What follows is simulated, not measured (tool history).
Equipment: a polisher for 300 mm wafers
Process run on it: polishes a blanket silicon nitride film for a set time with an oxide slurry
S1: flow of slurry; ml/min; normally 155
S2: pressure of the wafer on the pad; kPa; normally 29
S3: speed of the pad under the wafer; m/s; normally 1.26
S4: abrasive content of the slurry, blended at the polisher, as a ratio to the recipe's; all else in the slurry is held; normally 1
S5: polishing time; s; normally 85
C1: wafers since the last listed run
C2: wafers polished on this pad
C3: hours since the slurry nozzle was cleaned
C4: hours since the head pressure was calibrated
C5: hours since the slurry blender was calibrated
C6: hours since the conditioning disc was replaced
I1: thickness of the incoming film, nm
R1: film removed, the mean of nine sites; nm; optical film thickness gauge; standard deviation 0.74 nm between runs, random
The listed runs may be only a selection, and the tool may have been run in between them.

| run | hour | S1 | S2 | S3 | S4 | S5 | C1 | C2 | C3 | C4 | C5 | C6 | I1 | R1 |
|---|---|---|---|---|---|---|---|---|---|---|---|---|---|---|
| 1 | 0 | 155 | 29 | 1.26 | 1 | 85 | 0 | 2 | 11.9 | 876.2 | 39.5 | 79.9 | 496.7 | 88.2 |
| 2 | 29.9 | 155 | 29 | 1.26 | 1 | 85 | 235 | 237 | 41.8 | 906.1 | 69.4 | 109.8 | 489.4 | 87.5 |
| 3 | 43.8 | 155 | 29 | 1.26 | 1 | 85 | 109 | 346 | 55.7 | 920 | 83.3 | 123.7 | 481.1 | 87.1 |
| 4 | 72.7 | 155 | 29 | 1.58 | 1 | 85 | 227 | 573 | 84.6 | 948.9 | 112.2 | 152.6 | 483.3 | 95.6 |
| 5 | 88.7 | 155 | 29 | 1.26 | 1 | 85 | 125 | 699 | 100.6 | 964.9 | 128.2 | 168.6 | 489 | 83.2 |
|  | 93.2 | worn pad replaced by a new one |
|  | 103.2 | conditioning disc replaced and pad reconditioned |
| 6 | 120.8 | 155 | 29 | 1.26 | 1 | 85 | 205 | 201 | 132.7 | 997 | 160.3 | 17.6 | 496.3 | 84.4 |
| 7 | 146.7 | 155 | 29 | 1.26 | 1 | 85 | 203 | 404 | 158.6 | 1022.9 | 186.2 | 43.5 | 486.1 | 83.5 |
| 8 | 165.9 | 155 | 29 | 1.26 | 1 | 85 | 150 | 555 | 177.8 | 1042.1 | 205.4 | 62.7 | 486 | 82.5 |
| 9 | 198.2 | 155 | 36.5 | 1.26 | 1 | 85 | 253 | 809 | 210.1 | 1074.4 | 237.7 | 95 | 497.7 | 101.2 |
|  | 203 | worn pad replaced by a new one |
| 10 | 234.1 | 155 | 29 | 1.26 | 1 | 85 | 250 | 244 | 246 | 1110.3 | 273.6 | 130.9 | 488.2 | 82.3 |
| 11 | 255 | 190 | 29 | 1.26 | 1.1 | 106 | 164 | 408 | 266.9 | 1131.2 | 294.5 | 151.8 | 493.6 | 111.5 |
|  | 283 | head pressure recalibrated |
| 12 | 285.3 | 135 | 24.8 | 1.62 | 1 | 85 | 222 | 630 | 297.2 | 2.3 | 324.8 | 182.1 | 488.6 | 77.1 |
|  | 301.4 | slurry nozzle cleaned |
|  | 301.6 | conditioning disc replaced and pad reconditioned |
| 13 | 304.3 | 135 | 37.2 | 1.5 | 1 | 85 | 139 | 770 | 2.9 | 21.3 | 343.8 | 2.7 | 494.4 | 106.2 |
|  | 313 | worn pad replaced by a new one |
|  | 313.2 | slurry blender recalibrated |
| 14 | 324.1 | 170 | 29 | 1.26 | 1.3 | 85 | 122 | 85 | 22.7 | 41.1 | 10.9 | 22.5 | 487.9 | 100 |
| 15 | 342.9 | 130 | 29 | 1.26 | 1 | 94 | 147 | 233 | 41.5 | 59.9 | 29.7 | 41.3 | 491.6 | 95 |
| 16 | 367.3 | 155 | 20.7 | 1.26 | 1 | 85 | 191 | 424 | 65.9 | 84.3 | 54.1 | 65.7 | 498.2 | 62.7 |
| 17 | 386.4 | 115 | 24.8 | 1.38 | 1 | 85 | 150 | 575 | 85 | 103.4 | 73.2 | 84.8 | 491.3 | 72.4 |
| 18 | 401.9 | 155 | 29 | 1.26 | 1 | 85 | 121 | 696 | 100.5 | 118.9 | 88.7 | 100.3 | 482.4 | 83.5 |
|  | 407.7 | worn pad replaced by a new one |
| 19 | 423.5 | 110 | 29 | 1.26 | 1 | 85 | 138 | 123 | 122.1 | 140.5 | 110.3 | 121.9 | 488.4 | 80.7 |

Selected run-to-run steps in R1, each split into two signed amounts: the part the tool would show with no hidden state at all (from settings, incoming material and random variation), and the remainder, which goes to the hidden state together with any gauge scatter not common to the measured and the hidden-state-free results:
The hidden state here: removal rate lost through wear of the pad, %; slurry flow missing at the pad, %; deviation of the head's pressure from its setpoint, %; abrasive missing from the slurry, %; time polished since the conditioner stopped cutting, s.
Run 11 -> 12: S1 190 -> 135, S2 29 -> 24.8, S3 1.26 -> 1.62, S4 1.1 -> 1, S5 106 -> 85, head pressure recalibrated. R1 -34.4 nm: hidden state +0.3, all else -34.7.
Run 13 -> 14: S1 135 -> 170, S2 37.2 -> 29, S3 1.5 -> 1.26, S4 1 -> 1.3, worn pad replaced by a new one, slurry blender recalibrated. R1 -6.2 nm: hidden state +14.2, all else -20.4.

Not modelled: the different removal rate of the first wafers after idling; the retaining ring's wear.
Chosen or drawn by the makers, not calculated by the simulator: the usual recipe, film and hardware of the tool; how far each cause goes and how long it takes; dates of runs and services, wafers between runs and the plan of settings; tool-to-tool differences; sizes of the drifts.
